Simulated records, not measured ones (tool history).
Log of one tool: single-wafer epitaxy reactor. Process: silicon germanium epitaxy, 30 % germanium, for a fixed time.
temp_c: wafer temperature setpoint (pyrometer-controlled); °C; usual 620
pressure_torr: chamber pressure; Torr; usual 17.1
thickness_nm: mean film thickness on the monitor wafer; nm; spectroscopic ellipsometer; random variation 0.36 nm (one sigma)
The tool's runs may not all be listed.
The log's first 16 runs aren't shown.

| run | hour | temp_c | pressure_torr | read-back reference wafer on the same gauge, thickness_nm | thickness_nm |
|---|---|---|---|---|---|
| 17 | 805.0 | 608 | 21.3 | 67.334 | 72.644 |
| 18 | 873.9 | 608 | 21.3 | 67.326 | 72.408 |
| 19 | 933.3 | 606 | 13.2 | 67.191 | 55.043 |
| 20 | 969.3 | 606 | 13.8 | 67.346 | 56.395 |
| 21 | 1014.2 | 633 | 17.1 | 67.166 | 96.406 |
|  | 1034.3 | capacitance manometer re-zeroed and calibrated |
| 22 | 1082.2 | 612 | 19.0 | 67.483 | 72.513 |
| 23 | 1113.5 | 620 | 17.1 | 67.381 | 77.705 |
| 24 | 1166.4 | 620 | 13.6 | 67.152 | 69.347 |
| 25 | 1227.8 | 620 | 17.1 | 67.155 | 78.404 |
| 26 | 1299.3 | 628 | 18.3 | 67.359 | 92.504 |
| 27 | 1335.2 | 620 | 17.1 | 67.307 | 78.588 |
| 28 | 1398.9 | 625 | 17.1 | 67.322 | 84.922 |
| 29 | 1424.7 | 614 | 20.7 | 67.329 | 79.592 |
| 30 | 1470.4 | 627 | 14.3 | 67.229 | 80.451 |
| 31 | 1504.0 | 633 | 18.5 | 67.329 | 99.586 |
| 32 | 1538.6 | 635 | 21.2 | 67.155 | 110.225 |
| 33 | 1585.3 | 613 | 17.1 | 67.233 | 70.842 |
| 34 | 1637.5 | 633 | 18.3 | 67.369 | 99.612 |
| 35 | 1700.9 | 631 | 17.1 | 67.164 | 93.669 |

4 ways to go on from here, each from the tool as it stands after run 35. What would each give?
| A | 1701.3 | 620 | 17.1 | ? | ? |
| B | 1701.3 | 620 | 20.2 | ? | ? |
| C | 1701.3 | 629 | 15.6 | ? | ? |
| D | 1701.3 | 614 | 17.1 | ? | ? |

| run | read-back reference wafer on the same gauge, thickness_nm | thickness_nm |
|---|---|---|
| A | 67.336 | 79.110 |
| B | 67.336 | 86.063 |
| C | 67.336 | 86.463 |
| D | 67.336 | 72.104 |
Without the tool's hidden state the same runs would have given:
| run | thickness_nm |
|---|---|
| A | 77.672 |
| B | 84.499 |
| C | 84.892 |
| D | 70.794 |
